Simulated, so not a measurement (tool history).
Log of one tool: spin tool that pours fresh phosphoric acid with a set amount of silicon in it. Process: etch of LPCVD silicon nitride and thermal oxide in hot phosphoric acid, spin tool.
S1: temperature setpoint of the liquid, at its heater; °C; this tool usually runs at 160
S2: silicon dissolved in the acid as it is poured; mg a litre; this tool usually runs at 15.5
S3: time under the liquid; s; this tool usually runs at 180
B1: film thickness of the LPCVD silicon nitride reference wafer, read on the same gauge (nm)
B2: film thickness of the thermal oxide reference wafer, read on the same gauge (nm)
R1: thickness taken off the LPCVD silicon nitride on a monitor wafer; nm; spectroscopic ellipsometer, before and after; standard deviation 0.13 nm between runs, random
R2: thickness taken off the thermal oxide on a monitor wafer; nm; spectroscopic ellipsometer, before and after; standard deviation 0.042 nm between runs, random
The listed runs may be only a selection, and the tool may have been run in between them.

| run | hour | S1 | S2 | S3 | B1 | B2 | R1 | R2 |
|---|---|---|---|---|---|---|---|---|
| 1 | 0 | 160 | 15.5 | 180 | 59.98 | 79.999 | 16.03 | 0.379 |
| 2 | 81.1 | 160 | 10 | 115 | 59.97 | 79.996 | 10.24 | 0.248 |
| 3 | 147.3 | 158.5 | 15.5 | 180 | 60 | 79.971 | 15.25 | 0.305 |
| 4 | 220.9 | 157.5 | 25 | 225 | 59.98 | 80.028 | 18.62 | 0.222 |
| 5 | 340.6 | 162 | 15.5 | 80 | 60 | 79.986 | 7.6 | 0.145 |
| 6 | 437.9 | 160 | 15.5 | 100 | 59.99 | 79.984 | 8.67 | 0.154 |
| 7 | 537.4 | 160 | 12 | 180 | 60.02 | 79.998 | 15.84 | 0.375 |
| 8 | 579.7 | 160 | 19.5 | 180 | 60 | 80.023 | 15.67 | 0.325 |
| 9 | 655.6 | 160 | 10 | 115 | 60.02 | 79.992 | 9.97 | 0.27 |
| 10 | 728.1 | 162.5 | 23.5 | 150 | 60.01 | 80.002 | 13.89 | 0.228 |
| 11 | 833.9 | 162 | 11 | 150 | 60 | 80.023 | 13.67 | 0.307 |
| 12 | 896.1 | 160 | 15.5 | 180 | 60.01 | 79.98 | 16.02 | 0.316 |
| 13 | 976.9 | 157.5 | 22.5 | 120 | 60 | 80.008 | 9.9 | 0.185 |
| 14 | 1049.4 | 160 | 4 | 180 | 60.01 | 79.989 | 15.95 | 0.428 |
| 15 | 1121 | 161 | 15.5 | 180 | 60.02 | 80 | 16.52 | 0.362 |
| 16 | 1160.5 | 160 | 3.5 | 180 | 60.02 | 80.017 | 15.78 | 0.487 |
| 17 | 1223.5 | 157.5 | 20 | 255 | 60.01 | 80.01 | 20.84 | 0.296 |
| 18 | 1319.5 | 160 | 7.5 | 285 | 60.02 | 79.984 | 24.7 | 0.665 |
| 19 | 1424.9 | 160 | 15.5 | 180 | 59.99 | 79.998 | 15.6 | 0.306 |
| 20 | 1691.8 | 160 | 15.5 | 180 | 60.01 | 79.993 | 15.17 | 0.308 |
| 21 | 1790.7 | 162 | 6 | 150 | 60 | 79.978 | 13.56 | 0.319 |

The log once held 1 entry between its listed runs, left out of this copy. Where does each go, and what is different about the tool's unlogged condition between the listed run before it and the listed run after it?
Between runs 11 and 12: thermometer replaced (hour 895.6)
  liquid colder than its thermometer reads (K): 1.45 -> 0.139; temperature lost on the way to the wafer (K): 1.02 -> 1.05
  what was measured, less what the result would be without the hidden state, R1: -1.18 -> -0.65 nm; R2: -0.061 -> -0.03 nm
